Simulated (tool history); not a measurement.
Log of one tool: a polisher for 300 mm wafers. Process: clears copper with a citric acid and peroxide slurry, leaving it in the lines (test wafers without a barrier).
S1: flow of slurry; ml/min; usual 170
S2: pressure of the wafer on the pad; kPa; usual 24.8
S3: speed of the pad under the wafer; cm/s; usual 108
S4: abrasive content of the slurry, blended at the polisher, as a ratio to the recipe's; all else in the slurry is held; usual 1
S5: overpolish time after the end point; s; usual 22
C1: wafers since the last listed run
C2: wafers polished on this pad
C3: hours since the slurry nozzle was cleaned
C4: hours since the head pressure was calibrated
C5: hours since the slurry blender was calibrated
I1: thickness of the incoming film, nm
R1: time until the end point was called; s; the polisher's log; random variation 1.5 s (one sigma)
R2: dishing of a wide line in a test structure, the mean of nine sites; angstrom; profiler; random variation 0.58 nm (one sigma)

run   hour   S1    S2   S3    S4  S5   C1    C2     C3      C4     C5     I1     R1   R2
  1      0  210  24.8  108     1  22    0   995  191.6  1027.3    252    209   85.3  366
  2   22.1  210  24.8  108     1  22  138  1134  213.7  1049.4  274.1  213.8   88.4  356
      39.1  -- worn pad replaced by a new one
  3   99.3  170  24.8  108     1  22  459   378  290.9  1126.6  351.3  209.8     91  342
  4  116.6  170  24.8  108     1  22  108   486  308.2  1143.9  368.6  212.1   93.1  335
  5  146.7  185  24.8  108     1  26  189   676  338.3    1174  398.7  214.2     95  401
  6  166.4  185  24.8  108     1  26  123   799    358  1193.7  418.4  206.8   91.2  389
     181.3  -- slurry blender recalibrated
  7  181.8  170  24.8   86     1  22   84   883  373.4  1209.1    0.5  209.8  116.9  266
     189.3  -- head pressure recalibrated
  8  205.1  170  24.8   86     1  22  133  1017  396.7    15.8   23.8    209  115.4  271
  9  236.6  170  24.8  108     1  22  197  1215  428.2    47.3   55.3  210.3   93.2  328
     245.8  -- slurry nozzle cleaned
     259.5  -- worn pad replaced by a new one
 10  261.9  135  24.8  108   1.2  22  127    14   16.1    72.6   80.6  206.5     84  362
 11  294.4  170  24.8  108     1  22  204   219   48.6   105.1  113.1  211.2   88.2  364
 12  311.2  170  24.8  108  1.15  22  105   324   65.4   121.9  129.9  206.3   84.1  367
 13  329.9  190  24.8  108   1.2  32  117   442   84.1   140.6  148.6  212.9   85.3  519
 14  350.1  130  22.1  108   0.8  29  126   568  104.3   160.8  168.8  212.6  113.3  362
 15  365.5  170  16.5  108     1  22   96   665  119.7   176.2  184.2  211.1  134.2  247
 16  394.3  170    29  108   1.2  22  180   846  148.5     205    213  210.3     74  423

4 ways to go on from here, each from the tool as it stands after run 16. What would each give?
  A  394.8  170  24.8  134     1  22   3  849  149  205.5  213.5  209.9   ?   ?
  B  394.8  170  24.8   98   0.9  22   3  849  149  205.5  213.5  209.9   ?   ?
  C  394.8  170  24.8  108  0.85  22   3  849  149  205.5  213.5  209.9   ?   ?
  D  394.8  205  24.8  108   1.2  13   3  849  149  205.5  213.5  209.9   ?   ?

run     R1   R2
  A   72.7  418
  B  101.8  311
  C   94.1  333
  D   82.1  234
Without the tool's hidden state the same runs would have given:
run    R1   R2
  A    68  442
  B  95.3  330
  C    88  354
  D  77.7  246
